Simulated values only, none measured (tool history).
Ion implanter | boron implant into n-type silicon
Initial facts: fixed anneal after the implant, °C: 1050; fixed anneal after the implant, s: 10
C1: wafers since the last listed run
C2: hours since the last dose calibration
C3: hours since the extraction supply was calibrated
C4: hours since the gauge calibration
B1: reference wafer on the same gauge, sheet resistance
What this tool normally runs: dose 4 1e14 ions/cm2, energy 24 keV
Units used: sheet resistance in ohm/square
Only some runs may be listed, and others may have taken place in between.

{"run": 1, "hour": 0.0, "dose": 4, "energy": 24, "C1": 0, "C2": 425.9, "C3": 6359.4, "C4": 301.1, "B1": 249.05, "sheet resistance": 244.81}
{"run": 2, "hour": 82.2, "dose": 4, "energy": 26.5, "C1": 1279, "C2": 508.1, "C3": 6441.6, "C4": 383.3, "B1": 249.03, "sheet resistance": 240.61}
{"hour": 117.3, "done": "Faraday cup replaced and dose calibrated"}
{"run": 3, "hour": 132.3, "dose": 4, "energy": 26.5, "C1": 655, "C2": 15, "C3": 6491.7, "C4": 433.4, "B1": 248.85, "sheet resistance": 244.26}
{"run": 4, "hour": 224.3, "dose": 4, "energy": 26.5, "C1": 1432, "C2": 107, "C3": 6583.7, "C4": 525.4, "B1": 249.02, "sheet resistance": 244.96}
{"run": 5, "hour": 311.5, "dose": 3.25, "energy": 24, "C1": 1357, "C2": 194.2, "C3": 6670.9, "C4": 612.6, "B1": 248.96, "sheet resistance": 291.72}
{"run": 6, "hour": 372.6, "dose": 3.25, "energy": 24, "C1": 951, "C2": 255.3, "C3": 6732, "C4": 673.7, "B1": 248.88, "sheet resistance": 291.09}
{"run": 7, "hour": 435.5, "dose": 3.25, "energy": 24, "C1": 979, "C2": 318.2, "C3": 6794.9, "C4": 736.6, "B1": 249.03, "sheet resistance": 291.41}
{"run": 8, "hour": 502.8, "dose": 4.6, "energy": 24, "C1": 1047, "C2": 385.5, "C3": 6862.2, "C4": 803.9, "B1": 249, "sheet resistance": 219.01}
{"run": 9, "hour": 599.0, "dose": 4.6, "energy": 24, "C1": 1497, "C2": 481.7, "C3": 6958.4, "C4": 900.1, "B1": 248.97, "sheet resistance": 217.71}
{"hour": 628.1, "done": "Faraday cup replaced and dose calibrated"}
{"run": 10, "hour": 642.6, "dose": 4.72, "energy": 27, "C1": 554, "C2": 14.5, "C3": 7002, "C4": 943.7, "B1": 248.85, "sheet resistance": 212.89}
{"hour": 675.1, "done": "gauge calibrated"}
{"run": 11, "hour": 744.6, "dose": 4.72, "energy": 27, "C1": 1587, "C2": 116.5, "C3": 7104, "C4": 69.5, "B1": 249.02, "sheet resistance": 212.69}
{"run": 12, "hour": 798.9, "dose": 4, "energy": 24, "C1": 845, "C2": 170.8, "C3": 7158.3, "C4": 123.8, "B1": 249.14, "sheet resistance": 246.58}
{"hour": 889.4, "done": "extraction supply calibrated"}
{"run": 13, "hour": 902.8, "dose": 3.62, "energy": 26, "C1": 1492, "C2": 274.7, "C3": 13.4, "C4": 227.7, "B1": 249.07, "sheet resistance": 264.59}
{"run": 14, "hour": 988.9, "dose": 4.6, "energy": 24, "C1": 1340, "C2": 360.8, "C3": 99.5, "C4": 313.8, "B1": 249.04, "sheet resistance": 218.26}
{"run": 15, "hour": 1027.9, "dose": 3.52, "energy": 29, "C1": 607, "C2": 399.8, "C3": 138.5, "C4": 352.8, "B1": 249.04, "sheet resistance": 265.9}
{"run": 16, "hour": 1065.0, "dose": 3.52, "energy": 24, "C1": 577, "C2": 436.9, "C3": 175.6, "C4": 389.9, "B1": 249.04, "sheet resistance": 271.04}
{"hour": 1133.7, "done": "Faraday cup replaced and dose calibrated"}
{"run": 17, "hour": 1134.2, "dose": 4, "energy": 31, "C1": 952, "C2": 0.5, "C3": 244.8, "C4": 459.1, "B1": 249.04, "sheet resistance": 240.09}
{"run": 18, "hour": 1197.5, "dose": 2.95, "energy": 27, "C1": 985, "C2": 63.8, "C3": 308.1, "C4": 522.4, "B1": 249.01, "sheet resistance": 312.44}
{"run": 19, "hour": 1281.5, "dose": 4, "energy": 16.5, "C1": 1307, "C2": 147.8, "C3": 392.1, "C4": 606.4, "B1": 249.07, "sheet resistance": 257.33}
{"run": 20, "hour": 1391.3, "dose": 3.37, "energy": 27.5, "C1": 1709, "C2": 257.6, "C3": 501.9, "C4": 716.2, "B1": 248.87, "sheet resistance": 278.73}
{"run": 21, "hour": 1446.7, "dose": 4.54, "energy": 16, "C1": 862, "C2": 313, "C3": 557.3, "C4": 771.6, "B1": 248.99, "sheet resistance": 231.82}
{"hour": 1469.4, "done": "gauge calibrated"}
{"run": 22, "hour": 1550.1, "dose": 4, "energy": 24, "C1": 1609, "C2": 416.4, "C3": 660.7, "C4": 80.7, "B1": 249.01, "sheet resistance": 244.15}

Forecast each of these 4 alternatives for the next run:
{"run": "A", "hour": 1550.5, "dose": 4, "energy": 16, "C1": 6, "C2": 416.8, "C3": 661.1, "C4": 81.1, "B1": "?", "sheet resistance": "?"}
{"run": "B", "hour": 1550.5, "dose": 3.67, "energy": 24, "C1": 6, "C2": 416.8, "C3": 661.1, "C4": 81.1, "B1": "?", "sheet resistance": "?"}
{"run": "C", "hour": 1550.5, "dose": 4.9, "energy": 24, "C1": 6, "C2": 416.8, "C3": 661.1, "C4": 81.1, "B1": "?", "sheet resistance": "?"}
{"run": "D", "hour": 1550.5, "dose": 4.75, "energy": 18.5, "C1": 6, "C2": 416.8, "C3": 661.1, "C4": 81.1, "B1": "?", "sheet resistance": "?"}

run=A B1=249.06 sheet_resistance=256.19
run=B B1=249.06 sheet_resistance=262.76
run=C B1=249.06 sheet_resistance=207.29
run=D B1=249.06 sheet_resistance=219
With the hidden condition removed and each run's random variation left untouched, the same runs would have given:
run=A sheet_resistance=259.27
run=B sheet_resistance=265.92
run=C sheet_resistance=209.81
run=D sheet_resistance=221.66
